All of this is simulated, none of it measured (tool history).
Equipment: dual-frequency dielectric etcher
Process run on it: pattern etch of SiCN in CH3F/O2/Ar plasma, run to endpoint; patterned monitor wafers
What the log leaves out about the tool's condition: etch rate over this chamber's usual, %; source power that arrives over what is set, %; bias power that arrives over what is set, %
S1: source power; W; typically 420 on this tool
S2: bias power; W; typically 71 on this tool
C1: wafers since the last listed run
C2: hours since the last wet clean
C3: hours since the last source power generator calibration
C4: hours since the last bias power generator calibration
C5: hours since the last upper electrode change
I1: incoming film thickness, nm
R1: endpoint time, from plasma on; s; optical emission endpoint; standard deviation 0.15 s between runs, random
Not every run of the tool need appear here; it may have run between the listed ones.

run	day	S1	S2	C1	C2	C3	C4	C5	I1	R1
1	0	420	71	0	112.1	1589.4	1953.1	1920.9	7.47	19.7
2	1.4	420	71	417	145.7	1623	1986.7	1954.5	7.49	19.9
3	2.642	420	71	370	175.5	1652.8	2016.5	1984.3	7.54	19.9
4	3.396	420	71	224	193.6	1670.9	2034.6	2002.4	7.51	19.6
5	4.412	420	71	303	218	1695.3	2059	2026.8	7.54	19.7
# day 5.729: upper electrode replaced
6	5.75	420	71	100	250.1	1727.4	2091.1	0.5	7.47	19.5
7	9.738	420	71	1189	345.8	1823.1	2186.8	96.2	7.55	19.8
# day 10.975: bias power generator calibrated
8	11.225	320	66	393	381.5	1858.8	6	131.9	7.57	20.8
9	12.021	370	55	237	400.6	1877.9	25.1	151	7.5	21.6
# day 13.388: source power generator calibrated
# day 13.754: wet clean of the chamber
10	13.775	420	71	363	0.5	9.3	67.2	193.1	7.52	19.8
11	14.242	360	78	139	11.7	20.5	78.4	204.3	7.46	19.5
12	14.933	460	76	206	28.3	37.1	95	220.9	7.46	18.8
13	16.354	480	64	423	62.4	71.2	129.1	255	7.49	20
14	17.533	350	71	351	90.7	99.5	157.4	283.3	7.46	20.3

Across each entry between runs, compare the hidden state at the last listed run before it with the hidden state at the first listed run after it:
After run 5, before run 6: upper electrode replaced (day 5.729)
  etch rate over this chamber's usual, %: 1.5 -> 1.84
  measured less the result without the state, R1: -0.3 -> -0.3 s
After run 7, before run 8: bias power generator calibrated (day 10.975)
  etch rate over this chamber's usual, %: 2.87 -> 3.25
  measured less the result without the state, R1: -0.5 -> -0.6 s
After run 9, before run 10: source power generator calibrated (day 13.388); wet clean of the chamber (day 13.754)
  etch rate over this chamber's usual, %: 3.45 -> 0.378
  measured less the result without the state, R1: -0.7 -> -0.1 s
